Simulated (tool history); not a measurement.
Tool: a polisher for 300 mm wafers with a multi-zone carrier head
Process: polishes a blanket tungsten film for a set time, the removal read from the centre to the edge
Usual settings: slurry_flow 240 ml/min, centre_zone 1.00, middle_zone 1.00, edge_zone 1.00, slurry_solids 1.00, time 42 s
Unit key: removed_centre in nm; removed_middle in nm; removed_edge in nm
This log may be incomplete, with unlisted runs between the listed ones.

run	hour	slurry_flow	centre_zone	middle_zone	edge_zone	slurry_solids	time	incoming thickness of the incoming film, nm	removed_centre	removed_middle	removed_edge
1	0.0	240	1.00	1.06	1.00	1.00	42	603.6	176.7	186.8	182.5
# hour 25.5: slurry nozzle cleaned
2	69.0	240	1.00	0.97	1.00	0.85	42	607.7	182.7	171.9	176.9
# hour 94.4: worn pad replaced by a new one
3	149.8	240	1.00	0.97	1.00	0.85	42	603.3	210.4	199.8	206.5
4	225.1	240	1.00	0.91	1.00	1.00	42	608.5	212.0	198.2	210.3
5	273.9	240	1.00	1.00	1.00	1.00	42	604.7	212.2	207.0	209.5
6	341.7	240	1.00	1.00	1.00	1.00	42	603.8	202.8	203.4	207.6
7	385.8	240	1.00	1.00	1.00	1.00	42	604.3	198.9	199.4	199.6
# hour 466.7: slurry nozzle cleaned
# hour 472.4: carrier head's membrane replaced by a new one
# hour 521.0: worn pad replaced by a new one
# hour 636.2: edge zone pressure recalibrated
8	699.6	240	1.00	1.00	1.00	1.00	42	598.4	212.9	203.7	211.6
# hour 776.3: centre zone pressure recalibrated
9	793.9	240	1.00	1.00	1.00	0.90	33	591.1	151.3	153.0	151.7
10	861.9	240	1.00	1.04	1.00	1.00	55	596.7	258.3	261.0	250.2
11	921.1	295	1.00	1.00	1.00	1.00	42	598.0	191.2	190.1	190.4
# hour 922.2: slurry nozzle cleaned
# hour 954.9: worn pad replaced by a new one
12	990.6	240	1.00	1.00	1.00	1.00	42	609.5	220.9	218.5	215.4
13	1063.2	240	1.00	1.05	1.00	1.00	48	608.8	253.2	260.7	246.5
14	1164.9	240	0.89	1.00	1.00	1.25	42	596.7	202.4	225.3	229.0
15	1225.2	240	1.00	1.00	1.00	1.00	42	594.0	209.2	205.9	204.3
16	1293.5	240	1.00	1.00	1.00	1.00	42	595.4	200.3	199.8	198.6
# hour 1382.6: worn pad replaced by a new one
17	1387.1	240	1.00	1.00	1.00	1.00	42	587.4	205.1	202.4	198.8
# hour 1390.1: slurry nozzle cleaned
18	1440.7	240	1.00	1.00	1.00	1.00	42	596.4	214.3	213.7	212.6
19	1522.5	240	0.97	1.00	1.00	1.20	42	588.3	212.3	224.4	220.3
20	1594.3	310	1.00	1.00	1.00	1.00	42	593.8	215.0	216.7	214.5
21	1639.8	175	1.00	1.00	1.00	1.00	42	600.8	195.8	197.5	192.6

4 options for the next run, each taken on its own from the tool as it stands now. Forecast them:
A	1640.2	185	1.00	1.00	1.00	1.00	42	602.8	?	?	?
B	1640.2	160	1.00	1.07	1.00	1.00	42	602.8	?	?	?
C	1640.2	240	1.09	1.00	1.00	1.00	42	602.8	?	?	?
D	1640.2	240	1.00	1.00	1.04	0.85	55	602.8	?	?	?

run	removed_centre	removed_middle	removed_edge
A	199.5	195.7	199.0
B	193.6	201.7	195.0
C	227.6	203.6	205.0
D	260.0	253.8	260.3
With the hidden condition removed and each run's random variation left untouched, the same runs would have given:
run	removed_centre	removed_middle	removed_edge
A	216.2	211.5	213.9
B	210.6	218.7	210.0
C	245.4	219.1	219.6
D	280.3	273.1	279.0
